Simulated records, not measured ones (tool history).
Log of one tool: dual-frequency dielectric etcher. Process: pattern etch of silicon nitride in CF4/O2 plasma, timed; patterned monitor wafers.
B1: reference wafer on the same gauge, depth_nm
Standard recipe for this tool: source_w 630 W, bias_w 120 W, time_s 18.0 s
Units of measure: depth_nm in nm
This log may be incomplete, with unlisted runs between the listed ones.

Run 1, day 0.000: usual settings but source_w 530 W, time_s 20.5 s; B1 43.14. Result: depth_nm 38.41 nm.
Run 2, day 4.121: usual settings but source_w 530 W, time_s 20.5 s; B1 43.12. Result: depth_nm 38.65 nm.
At day 6.442: wet clean of the chamber.
At day 6.446: gauge calibrated.
Run 3, day 8.529: usual settings but source_w 710 W, time_s 21.5 s; B1 43.10. Result: depth_nm 52.73 nm.
Run 4, day 10.254: usual settings but source_w 750 W; B1 43.07. Result: depth_nm 46.48 nm.
Run 5, day 13.821: usual settings; B1 43.09. Result: depth_nm 39.41 nm.
Run 6, day 27.042: usual settings; B1 43.10. Result: depth_nm 39.70 nm.
At day 29.238: bias power generator calibrated.
Run 7, day 29.517: usual settings but time_s 19.5 s; B1 43.09. Result: depth_nm 43.24 nm.
At day 30.992: wet clean of the chamber.
Run 8, day 31.421: usual settings but time_s 19.5 s; B1 43.11. Result: depth_nm 42.64 nm.
Run 9, day 33.392: usual settings but source_w 600 W, bias_w 110 W; B1 43.09. Result: depth_nm 35.78 nm.
At day 35.458: upper electrode replaced.
At day 36.021: source power generator calibrated.
Run 10, day 36.483: usual settings but source_w 600 W, bias_w 110 W; B1 43.09. Result: depth_nm 36.21 nm.
Run 11, day 39.467: usual settings but source_w 730 W, bias_w 129 W, time_s 20.5 s; B1 43.11. Result: depth_nm 53.54 nm.
Run 12, day 46.396: usual settings but source_w 770 W, bias_w 102 W, time_s 21.0 s; B1 43.09. Result: depth_nm 51.12 nm.
Run 13, day 50.121: usual settings but source_w 780 W; B1 43.06. Result: depth_nm 48.38 nm.
Run 14, day 51.758: usual settings but bias_w 136 W, time_s 13.0 s; B1 43.07. Result: depth_nm 30.81 nm.
Run 15, day 54.617: usual settings but source_w 520 W, bias_w 109 W, time_s 15.5 s; B1 43.08. Result: depth_nm 27.43 nm.
At day 56.500: gauge calibrated.
At day 60.296: wet clean of the chamber.
Run 16, day 65.488: usual settings but source_w 690 W, bias_w 143 W, time_s 13.5 s; B1 43.07. Result: depth_nm 35.08 nm.
Run 17, day 68.362: usual settings but source_w 750 W; B1 43.06. Result: depth_nm 46.27 nm.
Run 18, day 71.667: usual settings; B1 43.07. Result: depth_nm 39.43 nm.
Run 19, day 73.521: usual settings but source_w 550 W, time_s 20.5 s; B1 43.10. Result: depth_nm 39.74 nm.
Run 20, day 77.338: usual settings but source_w 520 W; B1 43.07. Result: depth_nm 33.19 nm.
Run 21, day 79.654: usual settings but source_w 560 W, bias_w 106 W, time_s 15.0 s; B1 43.11. Result: depth_nm 27.71 nm.

For each run, the measured value with the value that run would have given without the tool's hidden condition subtracted. The run-to-run variation is shared by both, the gauge scatter possibly not:
What the log doesn't record here: etch rate over this chamber's usual, %; source power that arrives over what is set, %; bias power that arrives over what is set, %; gauge reads high (%).
run  depth_nm
  1     +0.41
  2     +0.52
  3     +0.16
  4     +0.20
  5     +0.26
  6     +0.61
  7     +0.74
  8     +0.13
  9     +0.16
 10     +0.24
 11     +0.46
 12     +0.67
 13     +0.76
 14     +0.52
 15     +0.51
 16     +0.00
 17     +0.08
 18     +0.16
 19     +0.21
 20     +0.27
 21     +0.26

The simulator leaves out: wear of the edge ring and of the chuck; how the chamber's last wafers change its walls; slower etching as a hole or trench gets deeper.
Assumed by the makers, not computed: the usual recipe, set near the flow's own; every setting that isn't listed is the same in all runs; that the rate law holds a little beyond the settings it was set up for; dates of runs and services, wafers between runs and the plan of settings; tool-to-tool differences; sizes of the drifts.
